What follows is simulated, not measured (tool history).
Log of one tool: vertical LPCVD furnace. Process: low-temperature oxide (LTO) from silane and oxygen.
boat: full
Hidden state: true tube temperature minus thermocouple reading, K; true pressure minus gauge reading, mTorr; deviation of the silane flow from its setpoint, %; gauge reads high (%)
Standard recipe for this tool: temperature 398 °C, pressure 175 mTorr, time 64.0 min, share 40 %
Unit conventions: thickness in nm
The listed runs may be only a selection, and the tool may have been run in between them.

| run | hour | temperature | pressure | time | share | wafers since the last listed run | hours since the last temperature calibration | hours since the pressure gauge was zeroed | hours since the silane flow controller was replaced | hours since the gauge calibration | read-back reference wafer on the same gauge, thickness | thickness |
|---|---|---|---|---|---|---|---|---|---|---|---|---|
| 1 | 0.0 | 398 | 175 | 64.0 | 40 | 0 | 1877.0 | 2213.9 | 3223.2 | 466.0 | 400.01 | 419.67 |
| 2 | 95.2 | 398 | 175 | 64.0 | 40 | 1108 | 1972.2 | 2309.1 | 3318.4 | 561.2 | 399.89 | 422.49 |
| 3 | 167.5 | 398 | 175 | 64.0 | 40 | 842 | 2044.5 | 2381.4 | 3390.7 | 633.5 | 399.81 | 423.74 |
| 4 | 232.5 | 398 | 175 | 64.0 | 40 | 757 | 2109.5 | 2446.4 | 3455.7 | 698.5 | 399.89 | 423.12 |
| 5 | 304.7 | 398 | 175 | 64.0 | 40 | 841 | 2181.7 | 2518.6 | 3527.9 | 770.7 | 400.08 | 423.36 |
| 6 | 403.9 | 398 | 175 | 64.0 | 40 | 1155 | 2280.9 | 2617.8 | 3627.1 | 869.9 | 399.80 | 423.22 |
| 7 | 462.8 | 398 | 175 | 64.0 | 40 | 686 | 2339.8 | 2676.7 | 3686.0 | 928.8 | 399.84 | 423.81 |
| 8 | 501.0 | 398 | 175 | 64.0 | 40 | 444 | 2378.0 | 2714.9 | 3724.2 | 967.0 | 399.85 | 423.13 |
| 9 | 593.2 | 398 | 175 | 64.0 | 40 | 1073 | 2470.2 | 2807.1 | 3816.4 | 1059.2 | 399.97 | 423.56 |
| 10 | 646.7 | 398 | 175 | 64.0 | 40 | 623 | 2523.7 | 2860.6 | 3869.9 | 1112.7 | 399.87 | 422.02 |
|  | 673.0 | thermocouples replaced and temperature profile calibrated |
| 11 | 735.0 | 398 | 175 | 64.0 | 40 | 749 | 62.0 | 2948.9 | 3958.2 | 1201.0 | 399.93 | 414.00 |
| 12 | 805.1 | 398 | 175 | 64.0 | 40 | 816 | 132.1 | 3019.0 | 4028.3 | 1271.1 | 399.62 | 413.97 |
| 13 | 853.2 | 398 | 175 | 64.0 | 40 | 560 | 180.2 | 3067.1 | 4076.4 | 1319.2 | 400.02 | 414.57 |
| 14 | 941.7 | 398 | 175 | 64.0 | 40 | 1030 | 268.7 | 3155.6 | 4164.9 | 1407.7 | 400.18 | 416.34 |
| 15 | 1009.4 | 394 | 145 | 84.5 | 44 | 788 | 336.4 | 3223.3 | 4232.6 | 1475.4 | 399.92 | 487.99 |
| 16 | 1290.8 | 398 | 175 | 64.0 | 40 | 3277 | 617.8 | 3504.7 | 4514.0 | 1756.8 | 399.93 | 418.56 |
|  | 1364.5 | gauge calibrated |
| 17 | 1389.2 | 406 | 175 | 64.0 | 43 | 1146 | 716.2 | 3603.1 | 4612.4 | 24.7 | 399.79 | 496.08 |
| 18 | 1483.7 | 393 | 175 | 57.5 | 40 | 1100 | 810.7 | 3697.6 | 4706.9 | 119.2 | 399.77 | 359.85 |
| 19 | 1583.0 | 398 | 175 | 64.0 | 40 | 1156 | 910.0 | 3796.9 | 4806.2 | 218.5 | 400.13 | 421.43 |
| 20 | 1638.5 | 398 | 175 | 64.0 | 40 | 646 | 965.5 | 3852.4 | 4861.7 | 274.0 | 400.04 | 422.99 |
| 21 | 1684.0 | 398 | 175 | 64.0 | 40 | 530 | 1011.0 | 3897.9 | 4907.2 | 319.5 | 399.94 | 421.92 |
|  | 1714.1 | pressure gauge zeroed |
|  | 1789.5 | silane flow controller replaced |
| 22 | 1790.0 | 398 | 175 | 64.0 | 38 | 675 | 1117.0 | 75.9 | 0.5 | 425.5 | 399.84 | 399.13 |
| 23 | 1874.3 | 398 | 175 | 64.0 | 40 | 981 | 1201.3 | 160.2 | 84.8 | 509.8 | 400.14 | 422.98 |
| 24 | 1959.3 | 406 | 220 | 64.0 | 33 | 990 | 1286.3 | 245.2 | 169.8 | 594.8 | 400.18 | 454.59 |
| 25 | 2001.0 | 407 | 215 | 64.0 | 40 | 485 | 1328.0 | 286.9 | 211.5 | 636.5 | 400.28 | 575.04 |
| 26 | 2083.4 | 407 | 160 | 64.0 | 40 | 959 | 1410.4 | 369.3 | 293.9 | 718.9 | 400.04 | 426.11 |
| 27 | 2168.3 | 387 | 150 | 57.0 | 40 | 988 | 1495.3 | 454.2 | 378.8 | 803.8 | 400.12 | 285.93 |
| 28 | 2275.5 | 407 | 175 | 47.5 | 40 | 1248 | 1602.5 | 561.4 | 486.0 | 911.0 | 400.02 | 346.77 |
| 29 | 2336.1 | 398 | 175 | 64.0 | 35 | 705 | 1663.1 | 622.0 | 546.6 | 971.6 | 400.09 | 360.03 |
| 30 | 2415.9 | 390 | 210 | 64.0 | 40 | 929 | 1742.9 | 701.8 | 626.4 | 1051.4 | 400.04 | 467.11 |
| 31 | 2502.8 | 405 | 175 | 64.0 | 48 | 1012 | 1829.8 | 788.7 | 713.3 | 1138.3 | 399.99 | 554.65 |

Entry by entry between the runs, the difference in hidden state between the last listed run before and the first listed run after:
Run 10 -> run 11: thermocouples replaced and temperature profile calibrated (hour 673.0)
  true tube temperature minus thermocouple reading, K: 3.07 -> 0.91
  measured result minus the result with no hidden state, thickness: +14.10 -> +4.16 nm
Run 16 -> run 17: gauge calibrated (hour 1364.5)
  true tube temperature minus thermocouple reading, K: 2.28 -> 2.44
  measured result minus the result with no hidden state, thickness: +10.41 -> +12.54 nm
Run 21 -> run 22: pressure gauge zeroed (hour 1714.1); silane flow controller replaced (hour 1789.5)
  true tube temperature minus thermocouple reading, K: 2.86 -> 2.98
  measured result minus the result with no hidden state, thickness: +13.12 -> +13.12 nm
